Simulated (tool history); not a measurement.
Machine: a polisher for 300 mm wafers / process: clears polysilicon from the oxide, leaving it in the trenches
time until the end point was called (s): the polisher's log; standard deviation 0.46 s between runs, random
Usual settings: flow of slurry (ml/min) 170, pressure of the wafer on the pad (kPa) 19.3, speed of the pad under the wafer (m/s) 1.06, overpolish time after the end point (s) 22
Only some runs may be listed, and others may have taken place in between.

run	hour	flow of slurry (ml/min)	pressure of the wafer on the pad (kPa)	speed of the pad under the wafer (m/s)	overpolish time after the end point (s)	wafers since the last listed run	wafers polished on this pad	hours since the slurry nozzle was cleaned	hours since the head pressure was calibrated	incoming thickness of the incoming film, nm	time until the end point was called (s)
1	0	170	19.3	1.06	22	0	1634	40.9	452.6	370	24.4
2	101.1	170	19.3	0.86	22	1237	2871	142	553.7	374.7	29.7
3	174.9	170	19.3	1.06	30	903	3774	215.8	627.5	364.3	24.8
4	259.3	170	19.3	1.06	30	1033	4807	300.2	711.9	368.7	25.2
5	295.8	170	19.3	1.06	30	446	5254	336.7	748.4	365.6	24.2
6	373.8	170	19.3	0.8	22	954	6209	414.7	826.4	369.1	32.8
7	414.3	170	19.3	0.8	22	495	6704	455.2	866.9	372.3	32.5
8	498.2	170	19.3	1.06	22	1026	7731	539.1	950.8	367.1	26.4
# hour 503.3: worn pad replaced by a new one
9	575.4	170	19.3	1.06	22	895	882	616.3	1028	367.6	24
10	619.1	170	19.3	1.06	22	534	1416	660	1071.7	375.1	24.3
# hour 632.9: head pressure recalibrated
11	677.3	170	19.3	1.24	22	687	2104	718.2	44.4	372.5	23.6
12	714.5	170	16.5	1.06	22	455	2560	755.4	81.6	367.3	29.8
# hour 719.7: slurry nozzle cleaned
13	750.8	215	12.4	1.34	22	432	2992	31.1	117.9	372.3	32.4
14	798.2	125	25.5	0.76	13	580	3572	78.5	165.3	365.8	25.9
15	875.3	220	19.3	1.06	35	943	4516	155.6	242.4	370.8	24.7
16	934.1	170	19.3	1.06	22	719	5235	214.4	301.2	366.8	25.4
17	1008.8	170	22.8	1.06	22	914	6150	289.1	375.9	366.5	22.7
18	1054.9	225	19.3	1.06	16	564	6714	335.2	422	373.5	25.4
# hour 1122.1: worn pad replaced by a new one
19	1151.2	170	19.3	1.06	12	1129	356	431.5	518.3	369.5	24.1
20	1257.3	120	19.3	1.42	17	1298	1655	537.6	624.4	362.5	19.4
21	1321.2	170	13.8	1.26	29	782	2437	601.5	688.3	372.5	29.7
# hour 1331.4: slurry nozzle cleaned
22	1428.1	170	19.3	1.06	22	1296	3733	96.7	795.2	371.7	24.5
23	1502.5	135	24.8	0.86	9	910	4643	171.1	869.6	367.3	24.1
# hour 1550.9: head pressure recalibrated
24	1560.1	170	12.4	1.06	22	680	5324	228.7	9.2	370.6	44.1
25	1656.4	185	19.3	1.06	13	1178	6503	325	105.5	372.3	27.5
26	1710.2	170	19.3	1.06	22	658	7161	378.8	159.3	368.3	27.3
27	1803.8	190	19.3	1.06	16	1145	8307	472.4	252.9	370.1	28.2
28	1853	155	13.1	0.94	22	602	8909	521.6	302.1	369.9	47.7
# hour 1925.1: worn pad replaced by a new one
29	2067.3	170	19.3	1.06	29	2574	1740	735.9	516.4	370.4	24.1
30	2132.7	170	19.3	1.06	14	800	2540	801.3	581.8	369.2	24.8
# hour 2138.9: slurry nozzle cleaned
31	2231.2	170	17.2	0.76	10	1193	3733	92.3	680.3	365.4	36
32	2286.8	170	19.3	1.06	22	680	4414	147.9	735.9	377	26.6
33	2327.7	200	17.2	1.06	19	500	4914	188.8	776.8	365	27.3
34	2432.6	170	15.2	0.88	29	1283	6198	293.7	881.7	373	39.4

Difference, measured minus no-hidden-state, one row per run. Run-to-run variation is common to both terms; the gauge's own scatter need not be:
The tool's hidden condition here consists of: removal rate lost through wear of the pad, %; slurry flow missing at the pad, %; deviation of the head's pressure from its setpoint, %.
run	time until the end point was called (s)
1	-1.8
2	-2.1
3	-1.6
4	-1.3
5	-1.1
6	-0.9
7	-0.6
8	+0.1
9	-2.5
10	-2.4
11	+0
12	-0.3
13	-0.6
14	-0.6
15	-0.6
16	-0.5
17	-0.3
18	-0.1
19	-2.1
20	-1.8
21	-2.6
22	-1.8
23	-1.5
24	+2.6
25	+1.4
26	+1.5
27	+1.9
28	+3.8
29	-1.9
30	-1.9
31	-2.4
32	-1.6
33	-1.4
34	-1.1
